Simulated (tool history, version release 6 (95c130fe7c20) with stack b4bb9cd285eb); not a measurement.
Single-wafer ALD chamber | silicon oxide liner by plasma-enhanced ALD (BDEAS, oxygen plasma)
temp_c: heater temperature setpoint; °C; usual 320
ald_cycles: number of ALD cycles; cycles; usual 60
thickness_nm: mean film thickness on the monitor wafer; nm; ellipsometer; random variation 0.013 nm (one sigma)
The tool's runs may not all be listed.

| run | hour | temp_c | ald_cycles | read-back reference wafer on the same gauge, thickness_nm | thickness_nm |
|---|---|---|---|---|---|
| 1 | 0.0 | 330 | 60 | 6.059 | 5.145 |
| 2 | 28.7 | 320 | 60 | 6.059 | 5.251 |
| 3 | 55.5 | 320 | 53 | 6.056 | 4.636 |
| 4 | 91.1 | 320 | 53 | 6.057 | 4.612 |
| 5 | 120.1 | 326 | 60 | 6.047 | 5.209 |
| 6 | 135.1 | 326 | 60 | 6.050 | 5.185 |
| 7 | 154.2 | 320 | 60 | 6.044 | 5.225 |
| 8 | 180.5 | 320 | 60 | 6.044 | 5.215 |
| 9 | 203.2 | 320 | 52 | 6.039 | 4.532 |
| 10 | 238.2 | 320 | 60 | 6.032 | 5.243 |
| 11 | 270.2 | 320 | 60 | 6.031 | 5.202 |
| 12 | 302.3 | 320 | 60 | 6.025 | 5.218 |
| 13 | 329.1 | 320 | 60 | 6.018 | 5.198 |
| 14 | 349.9 | 320 | 60 | 6.016 | 5.195 |
| 15 | 366.6 | 320 | 69 | 6.013 | 5.987 |
| 16 | 392.4 | 313 | 60 | 6.006 | 5.224 |
|  | 406.4 | thermocouple changed; heater temperature recalibrated |
| 17 | 422.0 | 327 | 65 | 6.002 | 5.571 |
| 18 | 444.3 | 320 | 60 | 5.995 | 5.181 |
|  | 448.3 | gauge calibrated |
| 19 | 461.3 | 332 | 67 | 6.072 | 5.761 |
| 20 | 484.7 | 320 | 60 | 6.072 | 5.259 |
| 21 | 498.7 | 315 | 51 | 6.072 | 4.510 |
| 22 | 525.9 | 320 | 60 | 6.074 | 5.261 |
| 23 | 540.8 | 320 | 60 | 6.076 | 5.269 |
| 24 | 558.6 | 311 | 68 | 6.068 | 6.043 |
| 25 | 591.9 | 320 | 60 | 6.068 | 5.251 |
| 26 | 606.5 | 307 | 69 | 6.071 | 6.159 |
| 27 | 640.6 | 320 | 60 | 6.065 | 5.255 |

The next listed run, before its measurement:
| 28 | 661.0 | 313 | 51 | ? | ? |

{"run 28": {"read-back reference wafer on the same gauge, thickness_nm": 6.063, "thickness_nm": 4.504}}
Without the tool's hidden state the same run would have given thickness_nm 4.515 nm.

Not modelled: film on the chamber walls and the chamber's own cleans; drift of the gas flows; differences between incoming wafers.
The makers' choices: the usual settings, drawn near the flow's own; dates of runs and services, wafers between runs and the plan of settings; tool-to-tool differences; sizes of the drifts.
